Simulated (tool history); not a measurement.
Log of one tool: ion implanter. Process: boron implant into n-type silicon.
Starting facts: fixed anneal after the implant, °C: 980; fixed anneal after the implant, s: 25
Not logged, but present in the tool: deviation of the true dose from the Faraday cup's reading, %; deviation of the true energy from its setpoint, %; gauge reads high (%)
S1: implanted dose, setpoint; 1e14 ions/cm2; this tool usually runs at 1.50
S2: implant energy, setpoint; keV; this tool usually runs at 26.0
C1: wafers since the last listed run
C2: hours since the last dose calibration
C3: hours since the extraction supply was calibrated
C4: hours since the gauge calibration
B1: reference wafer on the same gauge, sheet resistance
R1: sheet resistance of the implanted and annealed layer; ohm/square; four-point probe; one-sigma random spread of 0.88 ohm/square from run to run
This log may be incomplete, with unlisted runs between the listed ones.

run 1 hour=0.0 | S1=1.50 S2=31.5 | C1=0 C2=495.1 C3=3903.8 C4=278.9 | B1=583.59 | R1=576.46
run 2 hour=17.1 | S1=1.50 S2=31.5 | C1=262 C2=512.2 C3=3920.9 C4=296.0 | B1=582.94 | R1=577.16
run 3 hour=29.4 | S1=1.50 S2=26.0 | C1=189 C2=524.5 C3=3933.2 C4=308.3 | B1=583.05 | R1=597.53
run 4 hour=41.6 | S1=1.50 S2=26.0 | C1=187 C2=536.7 C3=3945.4 C4=320.5 | B1=583.23 | R1=598.26
run 5 hour=65.0 | S1=1.50 S2=26.0 | C1=359 C2=560.1 C3=3968.8 C4=343.9 | B1=583.12 | R1=599.47
run 6 hour=91.6 | S1=1.50 S2=26.0 | C1=409 C2=586.7 C3=3995.4 C4=370.5 | B1=582.83 | R1=599.38
run 7 hour=122.2 | S1=1.50 S2=26.0 | C1=470 C2=617.3 C3=4026.0 C4=401.1 | B1=582.70 | R1=601.73
-- hour=160.3 gauge calibrated
run 8 hour=161.3 | S1=1.50 S2=26.0 | C1=601 C2=656.4 C3=4065.1 C4=1.0 | B1=583.03 | R1=602.78
run 9 hour=182.1 | S1=1.50 S2=26.0 | C1=319 C2=677.2 C3=4085.9 C4=21.8 | B1=583.14 | R1=601.76
run 10 hour=211.1 | S1=1.24 S2=32.0 | C1=445 C2=706.2 C3=4114.9 C4=50.8 | B1=582.72 | R1=664.84
run 11 hour=243.9 | S1=1.50 S2=26.0 | C1=504 C2=739.0 C3=4147.7 C4=83.6 | B1=583.29 | R1=606.31
run 12 hour=273.4 | S1=1.50 S2=26.0 | C1=453 C2=768.5 C3=4177.2 C4=113.1 | B1=582.69 | R1=604.51
-- hour=295.0 Faraday cup replaced and dose calibrated
run 13 hour=306.6 | S1=1.82 S2=20.0 | C1=387 C2=11.6 C3=4210.4 C4=146.3 | B1=583.05 | R1=531.37
-- hour=332.6 extraction supply calibrated
run 14 hour=333.1 | S1=1.80 S2=26.0 | C1=284 C2=38.1 C3=0.5 C4=172.8 | B1=583.11 | R1=517.77
run 15 hour=360.5 | S1=1.69 S2=30.5 | C1=421 C2=65.5 C3=27.9 C4=200.2 | B1=582.73 | R1=527.43
run 16 hour=375.9 | S1=1.72 S2=23.5 | C1=236 C2=80.9 C3=43.3 C4=215.6 | B1=583.12 | R1=543.31
run 17 hour=402.7 | S1=1.68 S2=34.5 | C1=412 C2=107.7 C3=70.1 C4=242.4 | B1=583.29 | R1=519.53
run 18 hour=424.2 | S1=1.50 S2=26.0 | C1=330 C2=129.2 C3=91.6 C4=263.9 | B1=583.13 | R1=590.43

Hidden condition of the tool, last listed run before each entry between runs versus first listed run after:
Between runs 7 and 8: gauge calibrated (hour 160.3)
  deviation of the true dose from the Faraday cup's reading, %: -2.36 -> -2.67
  measured minus no-state result, R1: +10.19 -> +11.56 ohm/square
Between runs 12 and 13: Faraday cup replaced and dose calibrated (hour 295.0)
  deviation of the true dose from the Faraday cup's reading, %: -3.66 -> 0.0314
  measured minus no-state result, R1: +15.93 -> -0.13 ohm/square
Between runs 13 and 14: extraction supply calibrated (hour 332.6)
  deviation of the true dose from the Faraday cup's reading, %: 0.0314 -> 0.0232
  measured minus no-state result, R1: -0.13 -> -0.09 ohm/square
